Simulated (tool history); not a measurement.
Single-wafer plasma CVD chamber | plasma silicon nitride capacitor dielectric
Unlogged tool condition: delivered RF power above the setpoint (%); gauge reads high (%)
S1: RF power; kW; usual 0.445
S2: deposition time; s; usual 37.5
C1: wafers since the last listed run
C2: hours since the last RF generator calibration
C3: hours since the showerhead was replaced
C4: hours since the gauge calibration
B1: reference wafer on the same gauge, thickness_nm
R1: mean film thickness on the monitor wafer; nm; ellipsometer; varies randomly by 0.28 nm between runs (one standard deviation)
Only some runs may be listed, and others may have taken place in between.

| run | hour | S1 | S2 | C1 | C2 | C3 | C4 | B1 | R1 |
|---|---|---|---|---|---|---|---|---|---|
| 1 | 0.0 | 0.445 | 37.5 | 0 | 1194.2 | 2370.3 | 527.7 | 44.794 | 51.858 |
| 2 | 9.9 | 0.445 | 37.5 | 325 | 1204.1 | 2380.2 | 537.6 | 44.609 | 51.885 |
| 3 | 19.2 | 0.445 | 37.5 | 306 | 1213.4 | 2389.5 | 546.9 | 44.752 | 51.816 |
| 4 | 31.0 | 0.445 | 37.5 | 388 | 1225.2 | 2401.3 | 558.7 | 44.717 | 52.341 |
| 5 | 38.6 | 0.405 | 37.5 | 250 | 1232.8 | 2408.9 | 566.3 | 44.771 | 51.300 |
|  | 45.6 | gauge calibrated |
| 6 | 52.7 | 0.405 | 37.5 | 464 | 1246.9 | 2423.0 | 7.1 | 44.749 | 51.318 |
| 7 | 67.3 | 0.405 | 37.5 | 480 | 1261.5 | 2437.6 | 21.7 | 44.698 | 51.243 |
| 8 | 79.0 | 0.445 | 37.5 | 385 | 1273.2 | 2449.3 | 33.4 | 44.752 | 51.984 |
| 9 | 96.7 | 0.445 | 37.5 | 582 | 1290.9 | 2467.0 | 51.1 | 44.733 | 51.668 |
| 10 | 104.6 | 0.445 | 37.5 | 260 | 1298.8 | 2474.9 | 59.0 | 44.729 | 51.625 |
| 11 | 119.8 | 0.445 | 37.5 | 500 | 1314.0 | 2490.1 | 74.2 | 44.642 | 52.104 |
| 12 | 132.6 | 0.445 | 37.5 | 421 | 1326.8 | 2502.9 | 87.0 | 44.718 | 51.682 |
| 13 | 154.9 | 0.415 | 37.5 | 734 | 1349.1 | 2525.2 | 109.3 | 44.729 | 51.185 |
| 14 | 167.4 | 0.415 | 37.5 | 411 | 1361.6 | 2537.7 | 121.8 | 44.714 | 51.545 |
| 15 | 183.0 | 0.445 | 37.5 | 513 | 1377.2 | 2553.3 | 137.4 | 44.717 | 51.818 |
| 16 | 191.6 | 0.445 | 37.5 | 283 | 1385.8 | 2561.9 | 146.0 | 44.697 | 52.194 |
| 17 | 198.4 | 0.445 | 37.5 | 223 | 1392.6 | 2568.7 | 152.8 | 44.708 | 52.030 |
| 18 | 214.6 | 0.410 | 37.5 | 533 | 1408.8 | 2584.9 | 169.0 | 44.725 | 51.322 |
| 19 | 228.4 | 0.410 | 37.5 | 454 | 1422.6 | 2598.7 | 182.8 | 44.746 | 51.533 |
| 20 | 238.4 | 0.445 | 37.5 | 329 | 1432.6 | 2608.7 | 192.8 | 44.707 | 51.815 |
| 21 | 251.3 | 0.445 | 37.5 | 424 | 1445.5 | 2621.6 | 205.7 | 44.694 | 52.101 |
| 22 | 258.8 | 0.420 | 31.4 | 246 | 1453.0 | 2629.1 | 213.2 | 44.744 | 43.215 |
| 23 | 282.9 | 0.410 | 42.1 | 793 | 1477.1 | 2653.2 | 237.3 | 44.703 | 57.289 |
| 24 | 297.5 | 0.445 | 37.5 | 480 | 1491.7 | 2667.8 | 251.9 | 44.744 | 52.098 |
| 25 | 313.6 | 0.400 | 32.9 | 529 | 1507.8 | 2683.9 | 268.0 | 44.656 | 45.067 |
| 26 | 328.2 | 0.445 | 37.5 | 480 | 1522.4 | 2698.5 | 282.6 | 44.643 | 51.984 |
| 27 | 337.6 | 0.515 | 37.5 | 309 | 1531.8 | 2707.9 | 292.0 | 44.668 | 52.776 |
|  | 346.2 | RF generator calibrated |
| 28 | 346.8 | 0.365 | 37.5 | 39 | 0.6 | 2717.1 | 301.2 | 44.625 | 50.627 |
| 29 | 356.5 | 0.445 | 37.5 | 319 | 10.3 | 2726.8 | 310.9 | 44.631 | 51.855 |
|  | 404.7 | showerhead replaced |
| 30 | 405.2 | 0.445 | 37.5 | 1339 | 59.0 | 0.5 | 359.6 | 44.810 | 52.496 |
| 31 | 420.1 | 0.395 | 31.5 | 490 | 73.9 | 15.4 | 374.5 | 44.736 | 42.891 |
| 32 | 435.6 | 0.415 | 34.9 | 510 | 89.4 | 30.9 | 390.0 | 44.728 | 47.182 |
| 33 | 450.7 | 0.390 | 35.0 | 497 | 104.5 | 46.0 | 405.1 | 44.691 | 47.406 |
| 34 | 464.7 | 0.405 | 44.9 | 460 | 118.5 | 60.0 | 419.1 | 44.671 | 60.682 |
| 35 | 475.1 | 0.360 | 41.8 | 342 | 128.9 | 70.4 | 429.5 | 44.697 | 56.107 |
| 36 | 488.8 | 0.445 | 37.5 | 450 | 142.6 | 84.1 | 443.2 | 44.590 | 51.987 |
|  | 502.4 | gauge calibrated |
| 37 | 527.9 | 0.445 | 30.8 | 1287 | 181.7 | 123.2 | 25.5 | 44.729 | 42.818 |
| 38 | 540.8 | 0.515 | 43.3 | 424 | 194.6 | 136.1 | 38.4 | 44.667 | 61.542 |
| 39 | 547.0 | 0.410 | 32.6 | 204 | 200.8 | 142.3 | 44.6 | 44.677 | 44.577 |
| 40 | 560.8 | 0.415 | 37.5 | 454 | 214.6 | 156.1 | 58.4 | 44.669 | 51.786 |
| 41 | 614.4 | 0.445 | 37.5 | 1764 | 268.2 | 209.7 | 112.0 | 44.762 | 52.050 |
| 42 | 623.6 | 0.445 | 37.5 | 302 | 277.4 | 218.9 | 121.2 | 44.614 | 51.956 |
| 43 | 632.6 | 0.445 | 37.5 | 296 | 286.4 | 227.9 | 130.2 | 44.748 | 52.315 |
| 44 | 641.4 | 0.365 | 32.1 | 289 | 295.2 | 236.7 | 139.0 | 44.769 | 42.876 |

What was the tool's hidden state at every run in the log?
delivered RF power above the setpoint (%): 0, the same for each run
gauge reads high (%): 0, the same for each run
